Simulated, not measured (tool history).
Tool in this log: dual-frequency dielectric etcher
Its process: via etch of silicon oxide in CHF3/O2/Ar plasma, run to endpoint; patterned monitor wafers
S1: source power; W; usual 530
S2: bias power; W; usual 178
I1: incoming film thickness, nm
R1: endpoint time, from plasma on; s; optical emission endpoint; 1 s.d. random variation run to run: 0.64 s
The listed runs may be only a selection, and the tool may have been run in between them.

run,hour,S1,S2,I1,R1
1,0,530,154,436.5,211.9
2,34.7,530,154,443.4,214.4
3,61.6,530,178,444.4,211.7
4,98.9,530,178,444.7,211.5
5,124.1,620,178,444.3,198.9
6,161.2,620,154,438.5,200.2
7,199.5,530,165,441.5,213.1
8,229.9,530,165,445.3,215.7
# hour 245.2: source power generator calibrated
9,262.7,530,178,441.2,217.7
10,292.1,530,178,442.6,217.7
11,326.7,530,178,443.5,218.7
12,365.2,530,178,440,216.8
13,404,620,200,437.8,197.8
14,438.8,530,178,443.8,219.4
# hour 485: wet clean of the chamber
15,573,530,178,441.5,212.5
16,600,530,178,444.2,214.3
# hour 650.6: bias power generator calibrated
17,652.9,660,178,442.5,196.8
18,688.7,530,178,440.5,214.1
19,825.2,490,197,440.3,218.1
# hour 851.2: upper electrode replaced
20,858.1,610,214,443.9,198.1
21,897.3,410,178,442.2,241.1
22,929.3,530,178,441.9,216
23,972.5,630,197,446.8,199.9
# hour 1019.7: wet clean of the chamber
24,1117.3,530,178,443.7,214.7
25,1141.7,530,178,442.9,215.8
26,1182.5,530,178,441.1,214
27,1234.4,530,139,446,226.8
28,1274.4,530,210,437.9,207.6
29,1342,410,204,441.8,235.7
30,1390.7,490,178,444.7,227
31,1431.7,530,207,443.1,212.4
32,1472.2,650,221,443.7,193.3
33,1511.4,530,138,444.7,228.4
34,1564.1,530,178,441.2,217.1

Alternative continuations, all from the tool just after run 34; predict every row:
A,1564.6,530,178,436.8,?
B,1564.6,530,136,436.8,?
C,1564.6,410,189,436.8,?
D,1564.6,530,205,436.8,?
E,1564.6,660,216,436.8,?

run,R1
A,215.1
B,224.3
C,238
D,209.8
E,189.4
With the hidden condition removed and each run's random variation left untouched, the same runs would have given:
run,R1
A,209.4
B,218.4
C,231.7
D,204.3
E,184.4
